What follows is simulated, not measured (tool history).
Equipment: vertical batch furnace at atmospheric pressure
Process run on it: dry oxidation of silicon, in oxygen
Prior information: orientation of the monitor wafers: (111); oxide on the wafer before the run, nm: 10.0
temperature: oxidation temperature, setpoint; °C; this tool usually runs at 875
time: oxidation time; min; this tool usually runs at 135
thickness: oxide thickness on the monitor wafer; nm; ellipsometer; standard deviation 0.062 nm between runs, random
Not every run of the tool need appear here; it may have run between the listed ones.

run,day,temperature,time,"read-back reference wafer on the same gauge, thickness",thickness
1,0,882,135,36,44.43
# day 0.254: gauge calibrated
2,0.588,882,135,35.99,44.26
3,1.454,875,112,35.99,37.13
4,2.5,875,112,36,37.2
# day 3.642: thermocouples replaced and temperature profile calibrated
5,3.662,875,112,36,37.2
6,3.892,867,135,36.01,38.6
7,4.633,875,135,35.99,41.57
# day 6.254: boat lift adjusted
8,6.275,875,135,36,41.6
9,6.504,875,135,36.01,41.61
10,6.738,894,165,36,56.12
11,7.35,890,185.5,36.01,58.32
12,8.004,896,165.5,36,57.53
# day 8.171: gauge calibrated
13,8.412,875,104.5,36,35.63
14,9.262,856,90.5,36,27.91
15,10.062,875,116,35.99,38.03
16,10.388,875,135,36,41.44
17,11.221,863,198.5,36,47.05
18,11.783,875,135,36,41.61

The tool's hidden state at each run:
true tube temperature minus thermocouple reading, K: 0 across all the runs
monitor wafer colder than the profiled boat position, K: 0 across all the runs
gauge reads high (%): 0 across all the runs

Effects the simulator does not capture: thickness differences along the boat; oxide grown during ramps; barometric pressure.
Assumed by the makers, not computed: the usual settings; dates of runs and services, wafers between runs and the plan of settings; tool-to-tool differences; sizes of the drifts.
